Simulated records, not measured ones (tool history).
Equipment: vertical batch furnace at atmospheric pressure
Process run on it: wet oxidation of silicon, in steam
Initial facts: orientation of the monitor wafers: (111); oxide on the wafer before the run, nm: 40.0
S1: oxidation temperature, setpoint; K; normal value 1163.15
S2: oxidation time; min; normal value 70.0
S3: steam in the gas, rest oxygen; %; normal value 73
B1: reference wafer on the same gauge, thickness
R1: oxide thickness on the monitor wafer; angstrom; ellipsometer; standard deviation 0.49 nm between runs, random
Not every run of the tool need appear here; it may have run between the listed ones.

run,hour,S1,S2,S3,B1,R1
1,0.0,1163.15,70.0,73,153.05,1797.2
2,23.8,1163.15,70.0,73,153.00,1798.9
3,31.8,1163.15,70.0,73,152.99,1783.6
4,51.1,1182.15,70.0,73,153.09,2146.3
5,105.3,1182.15,70.0,73,152.97,2142.7
6,122.0,1182.15,70.0,73,153.02,2150.1
7,139.6,1163.15,70.0,73,153.07,1787.0
8,150.8,1163.15,70.0,73,152.98,1789.7
9,162.9,1163.15,70.0,73,152.97,1790.4
10,177.9,1163.15,70.0,73,153.08,1785.1
11,187.4,1163.15,70.0,78,152.98,1863.3
12,196.1,1163.15,70.0,73,152.96,1783.9
13,215.7,1163.15,70.0,73,153.01,1794.8
14,233.8,1163.15,47.0,80,153.04,1448.6
# hour 255.4: gauge calibrated
15,256.9,1163.15,47.0,80,153.06,1453.7
16,279.2,1163.15,47.0,80,153.00,1450.2
17,290.1,1163.15,87.5,76,153.02,2144.5
18,301.3,1163.15,70.0,73,152.97,1790.7
19,320.1,1163.15,83.0,73,153.10,2022.7
20,335.8,1163.15,70.0,77,152.99,1857.7
21,359.1,1163.15,82.5,76,153.05,2061.8
22,372.5,1163.15,70.0,73,153.01,1789.0
23,392.6,1148.15,53.0,76,153.06,1305.2
24,401.1,1177.15,44.0,68,153.00,1434.7
25,410.1,1163.15,70.0,73,153.00,1787.1
# hour 438.3: thermocouples replaced and temperature profile calibrated
# hour 444.0: steam generator serviced
26,444.5,1163.15,70.0,62,152.95,1695.8
27,450.4,1163.15,90.5,73,153.02,2268.6
28,471.3,1163.15,92.0,73,152.99,2284.8
29,484.9,1172.15,102.0,83,153.07,2939.7
30,503.3,1183.15,70.0,80,153.02,2444.5
31,568.3,1172.15,61.0,69,153.06,1803.2
32,581.6,1149.15,70.0,73,153.02,1621.3
33,596.9,1139.15,99.0,63,152.95,1670.8
34,615.8,1163.15,70.0,73,153.06,1869.7
35,639.4,1174.15,82.5,80,153.04,2500.2
36,656.7,1171.15,101.5,63,152.99,2378.7
37,669.9,1188.15,70.0,73,152.99,2381.5

Alternative continuations, all from the tool just after run 37; predict every row:
A,675.6,1163.15,70.0,64,?,?
B,675.6,1163.15,70.0,82,?,?
C,675.6,1139.15,70.0,73,?,?
D,675.6,1178.15,70.0,83,?,?
E,675.6,1178.15,91.0,79,?,?

run,B1,R1
A,153.00,1719.3
B,153.00,2039.3
C,153.00,1453.2
D,153.00,2382.4
E,153.00,2757.2
What these runs would have given with no unlogged condition in the tool:
run,R1
A,1739.5
B,2063.7
C,1470.2
D,2410.6
E,2789.8
